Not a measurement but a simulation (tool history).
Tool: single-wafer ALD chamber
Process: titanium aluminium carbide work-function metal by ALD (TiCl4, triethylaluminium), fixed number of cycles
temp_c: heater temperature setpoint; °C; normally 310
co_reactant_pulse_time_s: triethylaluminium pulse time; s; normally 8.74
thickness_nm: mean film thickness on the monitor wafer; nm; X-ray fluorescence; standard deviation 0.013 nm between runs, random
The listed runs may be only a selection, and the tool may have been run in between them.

run,day,temp_c,co_reactant_pulse_time_s,"read-back reference wafer on the same gauge, thickness_nm",thickness_nm
1,0,310,8.74,2.137,2.224
2,2.271,310,8.74,2.13,2.196
3,3.4,310,8.74,2.132,2.215
4,6.292,310,8.74,2.125,2.216
5,8.821,310,8.74,2.127,2.192
6,11.621,310,8.74,2.126,2.207
7,13.779,310,8.74,2.125,2.173
8,16.667,310,8.74,2.133,2.144
9,18.075,310,8.74,2.127,2.145
10,20.6,310,8.74,2.124,2.137
# day 21.371: triethylaluminium bottle replaced
11,22.812,303,8.74,2.127,2.033
12,25.75,310,6.33,2.133,1.846
# day 26.758: showerhead replaced
13,28.746,310,8.74,2.13,2.086
14,29.896,310,8.74,2.135,2.067
# day 32.279: triethylaluminium bottle replaced, repeated, since the last time left the tool worse
15,32.3,319,8.74,2.135,2.293
16,34.208,310,8.74,2.128,2.214
# day 35.625: thermocouple changed; heater temperature recalibrated
17,37.104,314,7.49,2.13,2.171
18,38.396,302,10.74,2.127,2.201
# day 39.254: gauge calibrated
19,39.4,296,10.19,2.137,2.139
20,41.879,317,11.46,2.133,2.338
21,43.446,304,8.74,2.131,2.142
22,46.288,310,8.74,2.133,2.18
23,47.721,314,5.9,2.133,1.994
24,49.246,321,5.55,2.127,2.007
25,50.721,318,6.82,2.13,2.103
26,53.496,296,5.96,2.129,1.85

Each row is a separate what-if for the run after 26, all from the same tool condition, not one after another. Results?
A,53.512,310,5.89,?,?
B,53.512,321,8.74,?,?
C,53.512,310,7.85,?,?
D,53.512,300,8.74,?,?
E,53.512,310,9.82,?,?

run,"read-back reference wafer on the same gauge, thickness_nm",thickness_nm
A,2.129,1.937
B,2.129,2.269
C,2.129,2.123
D,2.129,2.091
E,2.129,2.221
The same runs, with their run-to-run variation unchanged, on a tool lacking any hidden condition would have given:
run,thickness_nm
A,2.007
B,2.311
C,2.172
D,2.13
E,2.253
